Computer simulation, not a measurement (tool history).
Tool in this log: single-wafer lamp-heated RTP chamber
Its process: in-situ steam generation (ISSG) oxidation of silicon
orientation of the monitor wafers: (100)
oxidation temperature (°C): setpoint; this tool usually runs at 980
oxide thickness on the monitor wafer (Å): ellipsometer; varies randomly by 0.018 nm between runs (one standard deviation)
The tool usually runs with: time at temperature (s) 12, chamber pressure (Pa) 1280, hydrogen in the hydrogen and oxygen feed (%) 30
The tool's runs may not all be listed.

run   hour  oxidation temperature (°C)  time at temperature (s)  chamber pressure (Pa)  hydrogen in the hydrogen and oxygen feed (%)  read-back reference wafer on the same gauge, thickness  oxide thickness on the monitor wafer (Å)
  1      0                         980                       12                   1280                                            30                                                   4.018                                     43.02
  2   32.3                         980                       12                   1280                                            30                                                   4.016                                     43.14
  3   65.3                         980                       12                   1280                                            30                                                   4.018                                     43.09
  4   92.9                         966                       12                   1147                                            30                                                   4.019                                     42.31
  5    122                         966                       12                   1147                                            30                                                   4.013                                     42.47
  6  146.4                         966                       12                   1147                                            30                                                   4.025                                     42.86
  7  166.2                         980                       12                   1280                                            30                                                   4.031                                     43.63
  8  190.3                         980                       12                   1280                                            30                                                   4.019                                     43.79
  9  206.4                         980                       12                   1280                                            30                                                   4.024                                     44.69
 10  223.5                         980                       12                   1280                                            30                                                   4.022                                     44.64
     246.3  -- pyrometer window cleaned and pyrometer calibrated
 11  246.8                         980                        7                   1280                                            30                                                   4.023                                     34.98
     267.1  -- hydrogen flow controller replaced
     276.4  -- pressure gauge zeroed
 12  276.9                         998                       12                   1280                                            30                                                   4.027                                     45.73
     277.4  -- gauge calibrated
 13  311.5                         992                        9                   1360                                            30                                                   4.029                                     39.35
 14  336.3                         972                       16                   1280                                            30                                                   4.021                                     47.52
 15  348.7                         980                        9                   1107                                            32                                                   4.021                                     40.48
 16  367.8                         980                       12                   1280                                            30                                                    4.01                                     43.14

Expected results for the next run?
 17  391.8                         972                       12                   1280                                            30                                                       ?                                         ?

read-back reference wafer on the same gauge, thickness: 4.024
oxide thickness on the monitor wafer (Å): 42.64
With the hidden condition absent and the run-to-run variation left alone, this run would have shown oxide thickness on the monitor wafer (Å) 42.07.
